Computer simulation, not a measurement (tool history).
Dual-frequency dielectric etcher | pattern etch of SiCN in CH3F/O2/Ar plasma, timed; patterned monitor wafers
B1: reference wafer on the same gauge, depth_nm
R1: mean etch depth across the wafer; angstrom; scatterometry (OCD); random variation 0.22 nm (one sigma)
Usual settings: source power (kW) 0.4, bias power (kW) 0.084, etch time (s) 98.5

{"run": 1, "hour": 0.0, "source power (kW)": 0.4, "bias power (kW)": 0.084, "etch time (s)": 98.5, "B1": 44.34, "R1": 426.3}
{"hour": 23.2, "done": "wet clean of the chamber"}
{"run": 2, "hour": 119.3, "source power (kW)": 0.4, "bias power (kW)": 0.084, "etch time (s)": 98.5, "B1": 44.48, "R1": 427}
{"run": 3, "hour": 164.6, "source power (kW)": 0.4, "bias power (kW)": 0.084, "etch time (s)": 98.5, "B1": 44.6, "R1": 427}
{"run": 4, "hour": 237.5, "source power (kW)": 0.4, "bias power (kW)": 0.07, "etch time (s)": 98.5, "B1": 44.64, "R1": 391.1}
{"run": 5, "hour": 325.0, "source power (kW)": 0.4, "bias power (kW)": 0.07, "etch time (s)": 98.5, "B1": 44.78, "R1": 398.9}
{"run": 6, "hour": 377.5, "source power (kW)": 0.4, "bias power (kW)": 0.07, "etch time (s)": 98.5, "B1": 44.87, "R1": 398.9}
{"run": 7, "hour": 456.3, "source power (kW)": 0.4, "bias power (kW)": 0.084, "etch time (s)": 98.5, "B1": 44.83, "R1": 426.6}
{"hour": 509.2, "done": "wet clean of the chamber"}
{"run": 8, "hour": 524.0, "source power (kW)": 0.4, "bias power (kW)": 0.084, "etch time (s)": 98.5, "B1": 44.87, "R1": 430.3}
{"hour": 543.8, "done": "bias power generator calibrated"}
{"hour": 636.0, "done": "upper electrode replaced"}
{"run": 9, "hour": 798.3, "source power (kW)": 0.34, "bias power (kW)": 0.094, "etch time (s)": 98.5, "B1": 45, "R1": 425.5}
{"hour": 961.7, "done": "wet clean of the chamber"}
{"run": 10, "hour": 962.2, "source power (kW)": 0.34, "bias power (kW)": 0.094, "etch time (s)": 98.5, "B1": 45.03, "R1": 421.9}
{"hour": 982.4, "done": "gauge calibrated"}
{"run": 11, "hour": 1017.3, "source power (kW)": 0.34, "bias power (kW)": 0.094, "etch time (s)": 98.5, "B1": 43.06, "R1": 404.3}
{"run": 12, "hour": 1088.5, "source power (kW)": 0.4, "bias power (kW)": 0.084, "etch time (s)": 98.5, "B1": 43.39, "R1": 417.1}
{"run": 13, "hour": 1147.6, "source power (kW)": 0.34, "bias power (kW)": 0.094, "etch time (s)": 98.5, "B1": 43.5, "R1": 407.6}
{"hour": 1152.7, "done": "source power generator calibrated"}
{"run": 14, "hour": 1210.5, "source power (kW)": 0.44, "bias power (kW)": 0.096, "etch time (s)": 122, "B1": 43.71, "R1": 572.8}
{"run": 15, "hour": 1268.6, "source power (kW)": 0.31, "bias power (kW)": 0.068, "etch time (s)": 126.5, "B1": 43.84, "R1": 440.7}
{"run": 16, "hour": 1361.3, "source power (kW)": 0.48, "bias power (kW)": 0.1, "etch time (s)": 116, "B1": 43.98, "R1": 581.7}
{"run": 17, "hour": 1425.2, "source power (kW)": 0.34, "bias power (kW)": 0.094, "etch time (s)": 98.5, "B1": 44.09, "R1": 415.5}
{"hour": 1481.2, "done": "wet clean of the chamber"}
{"run": 18, "hour": 1521.6, "source power (kW)": 0.4, "bias power (kW)": 0.097, "etch time (s)": 81.5, "B1": 44.32, "R1": 372.3}
{"run": 19, "hour": 1616.3, "source power (kW)": 0.5, "bias power (kW)": 0.099, "etch time (s)": 108.5, "B1": 44.46, "R1": 561.7}
{"run": 20, "hour": 1673.3, "source power (kW)": 0.48, "bias power (kW)": 0.067, "etch time (s)": 114, "B1": 44.45, "R1": 484.9}
{"run": 21, "hour": 1721.9, "source power (kW)": 0.48, "bias power (kW)": 0.064, "etch time (s)": 118, "B1": 44.4, "R1": 489.5}
{"run": 22, "hour": 1789.6, "source power (kW)": 0.45, "bias power (kW)": 0.065, "etch time (s)": 116, "B1": 44.48, "R1": 471.4}

Some steps in R1 between neighbouring runs. How much of each would the tool show without its hidden state too (settings, what came in, random variation), and how much is left for the hidden state, with any gauge scatter that isn't in both results?
The hidden state here: etch rate over this chamber's usual, %; source power that arrives over what is set, %; bias power that arrives over what is set, %; gauge reads high (%).
Run 10 -> 11: gauge calibrated. R1 -17.6 angstrom: hidden state -18.9, all else +1.3.
Run 16 -> 17: source power (kW) 0.48 -> 0.34, bias power (kW) 0.1 -> 0.094, etch time (s) 116 -> 98.5. R1 -166.2 angstrom: hidden state -2.9, all else -163.3.
Run 18 -> 19: source power (kW) 0.4 -> 0.5, bias power (kW) 0.097 -> 0.099, etch time (s) 81.5 -> 108.5. R1 +189.4 angstrom: hidden state +6.8, all else +182.6.
